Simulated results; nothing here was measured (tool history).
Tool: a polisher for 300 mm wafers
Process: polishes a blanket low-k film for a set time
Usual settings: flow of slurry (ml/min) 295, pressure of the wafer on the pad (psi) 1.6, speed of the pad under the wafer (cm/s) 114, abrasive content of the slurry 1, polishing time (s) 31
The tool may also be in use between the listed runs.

run   hour  flow of slurry (ml/min)  pressure of the wafer on the pad (psi)  speed of the pad under the wafer (cm/s)  abrasive content of the slurry  polishing time (s)  wafers since the last listed run  wafers polished on this pad  hours since the slurry nozzle was cleaned  hours since the head pressure was calibrated  hours since the slurry blender was calibrated  hours since the conditioning disc was replaced  incoming thickness of the incoming film, nm  film removed (Å)
  1      0                      295                                     1.6                                       94                             1.1                  31                                 0                           58                                      348.8                                         130.5                                           56.4                                            76.9                                        571.3                99
  2   14.9                      295                                     1.6                                       94                             1.1                  31                               166                          224                                      363.7                                         145.4                                           71.3                                            91.8                                        580.7                98
  3   32.6                      295                                     1.6                                       94                             1.1                  31                               197                          422                                      381.4                                         163.1                                             89                                           109.5                                        580.2                99
  4   42.3                      295                                     1.6                                      114                               1                  31                               108                          530                                      391.1                                         172.8                                           98.7                                           119.2                                        569.8               112
  5   59.9                      295                                     1.6                                      114                               1                  31                               196                          726                                      408.7                                         190.4                                          116.3                                           136.8                                        561.5               110
      71.1  -- worn pad replaced by a new one
      93.7  -- conditioning disc replaced and pad reconditioned
  6  102.3                      295                                     1.6                                      114                               1                  31                               406                          325                                      451.1                                         232.8                                          158.7                                             8.6                                        565.8               111
  7    117                      295                                     1.6                                      114                               1                  31                               163                          489                                      465.8                                         247.5                                          173.4                                            23.3                                        571.4               110
  8  125.7                      295                                     1.6                                      114                               1                  31                                97                          586                                      474.5                                         256.2                                          182.1                                              32                                        571.2               110
     136.6  -- worn pad replaced by a new one
  9  141.6                      295                                     2.1                                      114                               1                  24                               132                           56                                      490.4                                         272.1                                            198                                            47.9                                        568.1               112
     158.1  -- head pressure recalibrated
 10  158.6                      295                                     2.1                                      114                               1                  24                               167                          223                                      507.4                                           0.5                                            215                                            64.9                                        569.5               107
 11  164.6                      295                                     1.6                                      114                               1                  31                                66                          290                                      513.4                                           6.5                                            221                                            70.9                                        563.9               110
 12  171.2                      295                                     1.6                                      114                               1                  31                                73                          364                                        520                                          13.1                                          227.6                                            77.5                                        568.5               108
 13  183.9                      295                                     1.6                                      114                               1                  31                               141                          505                                      532.7                                          25.8                                          240.3                                            90.2                                        569.1               108
 14  192.4                      295                                     1.6                                       94                             1.1                  31                                94                          600                                      541.2                                          34.3                                          248.8                                            98.7                                        564.1                98
 15    205                      295                                     1.6                                      114                             0.9                  24                               140                          741                                      553.8                                          46.9                                          261.4                                           111.3                                        579.9                80
     214.3  -- worn pad replaced by a new one
 16  222.4                      295                                     1.6                                      130                               1                  31                               149                           90                                      571.2                                          64.3                                          278.8                                           128.7                                        576.7               119
     227.1  -- conditioning disc replaced and pad reconditioned
       230  -- slurry nozzle cleaned
 17  231.2                      235                                     1.6                                      114                               1                  31                                64                          154                                        1.2                                          73.1                                          287.6                                             4.1                                        563.9               106
 18  248.5                      365                                     1.9                                      124                            0.75                  31                               192                          347                                       18.5                                          90.4                                          304.9                                            21.4                                        563.3               121
       255  -- slurry blender recalibrated
 19  256.8                      295                                     1.6                                      152                            1.25                  41                                70                          418                                       26.8                                          98.7                                            1.8                                            29.7                                        561.3               200
 20  273.5                      365                                     2.1                                      114                               1                  31                               186                          604                                       43.5                                         115.4                                           18.5                                            46.4                                        572.1               145
 21  282.1                      295                                     1.6                                      114                               1                  26                                95                          700                                       52.1                                           124                                           27.1                                              55                                        581.1                91
       287  -- worn pad replaced by a new one
 22  293.9                      200                                     2.2                                       76                               1                  31                                87                           76                                       63.9                                         135.8                                           38.9                                            66.8                                        571.5               104
 23  308.3                      215                                     1.6                                       88                            1.15                  39                               160                          237                                       78.3                                         150.2                                           53.3                                            81.2                                          563               113
 24  317.5                      295                                     1.6                                      114                               1                  31                               102                          339                                       87.5                                         159.4                                           62.5                                            90.4                                        579.6               110
 25  326.9                      365                                     1.6                                      114                            0.75                  31                               104                          444                                       96.9                                         168.8                                           71.9                                            99.8                                        570.6                96
 26  336.8                      295                                     1.9                                      114                             0.8                  21                               110                          555                                      106.8                                         178.7                                           81.8                                           109.7                                        564.8                77
 27  343.9                      385                                     1.2                                      114                             1.1                  21                                79                          634                                      113.9                                         185.8                                           88.9                                           116.8                                        567.9                59

Forecast each of these 3 alternatives for the next run:
  A  344.3                      295                                     1.6                                      114                               1                  31                                 4                          638                                      114.3                                         186.2                                           89.3                                           117.2                                        569.7                 ?
  B  344.3                      250                                     1.8                                       96                               1                  22                                 4                          638                                      114.3                                         186.2                                           89.3                                           117.2                                        569.7                 ?
  C  344.3                      295                                     2.1                                      114                               1                  37                                 4                          638                                      114.3                                         186.2                                           89.3                                           117.2                                        569.7                 ?

run  film removed (Å)
  A               112
  B                77
  C               176
Without the tool's hidden state the same runs would have given:
run  film removed (Å)
  A               112
  B                77
  C               176

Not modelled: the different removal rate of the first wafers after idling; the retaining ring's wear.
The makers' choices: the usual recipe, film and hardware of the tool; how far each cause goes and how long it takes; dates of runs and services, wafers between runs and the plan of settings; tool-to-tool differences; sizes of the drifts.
